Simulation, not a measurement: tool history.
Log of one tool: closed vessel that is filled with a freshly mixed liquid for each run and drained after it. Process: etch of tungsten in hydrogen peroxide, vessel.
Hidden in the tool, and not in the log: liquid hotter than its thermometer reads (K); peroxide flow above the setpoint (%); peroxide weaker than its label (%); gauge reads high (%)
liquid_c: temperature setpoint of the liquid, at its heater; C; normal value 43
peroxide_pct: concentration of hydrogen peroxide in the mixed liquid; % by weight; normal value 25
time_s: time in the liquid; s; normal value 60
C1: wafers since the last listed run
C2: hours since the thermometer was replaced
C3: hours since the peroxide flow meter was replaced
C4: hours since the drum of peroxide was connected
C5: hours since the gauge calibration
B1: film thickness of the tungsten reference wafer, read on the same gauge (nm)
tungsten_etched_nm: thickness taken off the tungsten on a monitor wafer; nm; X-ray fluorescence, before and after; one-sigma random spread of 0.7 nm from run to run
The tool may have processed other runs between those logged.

run 1 day=0 | liquid_c=46.5 peroxide_pct=27.5 time_s=60 | C1=0 C2=2337 C3=1609.5 C4=776.3 C5=406.3 | B1=110.02 | tungsten_etched_nm=131.59
run 2 day=2.233 | liquid_c=46.5 peroxide_pct=27.5 time_s=60 | C1=4342 C2=2390.6 C3=1663.1 C4=829.9 C5=459.9 | B1=109.98 | tungsten_etched_nm=131.31
run 3 day=3.446 | liquid_c=39.5 peroxide_pct=25 time_s=40 | C1=2357 C2=2419.7 C3=1692.2 C4=859 C5=489 | B1=109.98 | tungsten_etched_nm=54.43
run 4 day=5.554 | liquid_c=39.5 peroxide_pct=25 time_s=40 | C1=4099 C2=2470.3 C3=1742.8 C4=909.6 C5=539.6 | B1=110.06 | tungsten_etched_nm=52.75
run 5 day=8.283 | liquid_c=39.5 peroxide_pct=25 time_s=40 | C1=5306 C2=2535.8 C3=1808.3 C4=975.1 C5=605.1 | B1=110.01 | tungsten_etched_nm=53.04
run 6 day=9.883 | liquid_c=43 peroxide_pct=25 time_s=60 | C1=3110 C2=2574.2 C3=1846.7 C4=1013.5 C5=643.5 | B1=109.97 | tungsten_etched_nm=100.68
run 7 day=10.962 | liquid_c=43 peroxide_pct=25 time_s=60 | C1=2098 C2=2600.1 C3=1872.6 C4=1039.4 C5=669.4 | B1=109.98 | tungsten_etched_nm=101.19
run 8 day=12.112 | liquid_c=43 peroxide_pct=25 time_s=60 | C1=2235 C2=2627.7 C3=1900.2 C4=1067 C5=697 | B1=110.01 | tungsten_etched_nm=99.96
run 9 day=14.442 | liquid_c=43 peroxide_pct=25 time_s=60 | C1=4528 C2=2683.6 C3=1956.1 C4=1122.9 C5=752.9 | B1=109.99 | tungsten_etched_nm=101.68
-- day=15.288 thermometer replaced
run 10 day=17.142 | liquid_c=43 peroxide_pct=25 time_s=60 | C1=5168 C2=44.5 C3=2020.9 C4=1187.7 C5=817.7 | B1=110.03 | tungsten_etched_nm=102.01
run 11 day=19.517 | liquid_c=37 peroxide_pct=25 time_s=50 | C1=4617 C2=101.5 C3=2077.9 C4=1244.7 C5=874.7 | B1=110.02 | tungsten_etched_nm=56.81
-- day=21.15 gauge calibrated
run 12 day=22.021 | liquid_c=43 peroxide_pct=25 time_s=60 | C1=4868 C2=161.6 C3=2138 C4=1304.8 C5=20.9 | B1=110.02 | tungsten_etched_nm=99.53
run 13 day=24.442 | liquid_c=52 peroxide_pct=25 time_s=45 | C1=4706 C2=219.7 C3=2196.1 C4=1362.9 C5=79 | B1=110 | tungsten_etched_nm=132.17
run 14 day=25.588 | liquid_c=43 peroxide_pct=25 time_s=60 | C1=2227 C2=247.2 C3=2223.6 C4=1390.4 C5=106.5 | B1=110.03 | tungsten_etched_nm=99.61
-- day=27.621 new drum of peroxide connected
run 15 day=27.654 | liquid_c=40 peroxide_pct=20 time_s=90 | C1=3937 C2=296.8 C3=2273.2 C4=0.8 C5=156.1 | B1=109.98 | tungsten_etched_nm=112.07
run 16 day=29.738 | liquid_c=43 peroxide_pct=25 time_s=60 | C1=4050 C2=346.8 C3=2323.2 C4=50.8 C5=206.1 | B1=109.96 | tungsten_etched_nm=100.28
-- day=30.425 peroxide flow meter replaced
run 17 day=31.288 | liquid_c=43 peroxide_pct=25 time_s=45 | C1=2932 C2=384 C3=20.7 C4=88 C5=243.3 | B1=110.03 | tungsten_etched_nm=75.1
run 18 day=39.858 | liquid_c=43 peroxide_pct=18.5 time_s=60 | C1=16663 C2=589.7 C3=226.4 C4=293.7 C5=449 | B1=109.98 | tungsten_etched_nm=86.48
run 19 day=42.671 | liquid_c=43 peroxide_pct=25 time_s=45 | C1=5468 C2=657.2 C3=293.9 C4=361.2 C5=516.5 | B1=110 | tungsten_etched_nm=76.27
run 20 day=44.488 | liquid_c=43 peroxide_pct=22 time_s=30 | C1=3531 C2=700.8 C3=337.5 C4=404.8 C5=560.1 | B1=110.03 | tungsten_etched_nm=47.1
run 21 day=46.958 | liquid_c=40 peroxide_pct=19.5 time_s=70 | C1=4803 C2=760.1 C3=396.8 C4=464.1 C5=619.4 | B1=109.98 | tungsten_etched_nm=84.63

Branching from run 21: 3 alternative next runs. What would each branch give?
run A day=46.988 | liquid_c=43 peroxide_pct=30 time_s=60 | C1=56 C2=760.8 C3=397.5 C4=464.8 C5=620.1 | B1=? | tungsten_etched_nm=?
run B day=46.988 | liquid_c=47.5 peroxide_pct=27.5 time_s=35 | C1=56 C2=760.8 C3=397.5 C4=464.8 C5=620.1 | B1=? | tungsten_etched_nm=?
run C day=46.988 | liquid_c=49.5 peroxide_pct=25 time_s=60 | C1=56 C2=760.8 C3=397.5 C4=464.8 C5=620.1 | B1=? | tungsten_etched_nm=?

run=A B1=109.98 tungsten_etched_nm=110.95
run=B B1=109.98 tungsten_etched_nm=82.26
run=C B1=109.98 tungsten_etched_nm=152.11
Without the tool's unlogged condition, the same runs would have read:
run=A tungsten_etched_nm=110.95
run=B tungsten_etched_nm=82.26
run=C tungsten_etched_nm=152.11
